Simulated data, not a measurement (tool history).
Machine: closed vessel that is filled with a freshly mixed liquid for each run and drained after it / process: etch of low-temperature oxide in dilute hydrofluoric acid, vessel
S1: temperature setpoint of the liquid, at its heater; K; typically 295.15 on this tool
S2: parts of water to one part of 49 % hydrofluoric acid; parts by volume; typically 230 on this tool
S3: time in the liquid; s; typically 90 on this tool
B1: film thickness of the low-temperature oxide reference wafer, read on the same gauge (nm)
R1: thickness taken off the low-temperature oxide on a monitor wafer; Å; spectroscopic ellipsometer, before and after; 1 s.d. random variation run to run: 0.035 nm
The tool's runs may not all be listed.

Run 1, hour 0.0: usual settings; B1 29.964. Result: R1 39.17 Å.
Run 2, hour 24.7: usual settings; B1 30.004. Result: R1 39.01 Å.
Run 3, hour 51.2: usual settings; B1 29.990. Result: R1 38.72 Å.
Run 4, hour 74.1: usual settings but S1 298.65 K; B1 30.017. Result: R1 43.85 Å.
At hour 108.5: hydrofluoric acid flow meter replaced.
Run 5, hour 147.1: usual settings but S1 298.65 K; B1 29.999. Result: R1 50.35 Å.
Run 6, hour 160.9: usual settings; B1 29.956. Result: R1 44.25 Å.
At hour 180.7: thermometer replaced.
Run 7, hour 181.1: usual settings; B1 29.976. Result: R1 43.60 Å.
Run 8, hour 203.3: usual settings but S1 298.15 K, S3 140 s; B1 29.989. Result: R1 75.13 Å.
Run 9, hour 223.5: usual settings but S2 260 parts by volume, S3 125 s; B1 29.984. Result: R1 51.71 Å.
Run 10, hour 252.1: usual settings; B1 30.041. Result: R1 43.17 Å.
At hour 260.0: gauge calibrated.
Run 11, hour 283.0: usual settings but S1 292.15 K, S2 260 parts by volume, S3 110 s; B1 29.983. Result: R1 40.08 Å.
Run 12, hour 318.2: usual settings but S1 299.15 K, S2 270 parts by volume, S3 135 s; B1 29.999. Result: R1 58.94 Å.
Run 13, hour 340.0: usual settings; B1 30.015. Result: R1 41.97 Å.
Run 14, hour 359.8: usual settings but S1 291.15 K; B1 30.012. Result: R1 36.06 Å.

Measured less the same run without the tool's hidden state. The same run-to-run variation is in both; the gauge's scatter may not be:
The tool's hidden condition here consists of: liquid hotter than its thermometer reads (K); hydrofluoric acid flow below the setpoint (%); gauge reads high (%).
run     R1
  1  -5.41
  2  -5.64
  3  -5.87
  4  -7.02
  5  -0.50
  6  -0.56
  7  -0.74
  8  -1.63
  9  -1.34
 10  -1.37
 11  -1.53
 12  -2.81
 13  -2.12
 14  -1.94

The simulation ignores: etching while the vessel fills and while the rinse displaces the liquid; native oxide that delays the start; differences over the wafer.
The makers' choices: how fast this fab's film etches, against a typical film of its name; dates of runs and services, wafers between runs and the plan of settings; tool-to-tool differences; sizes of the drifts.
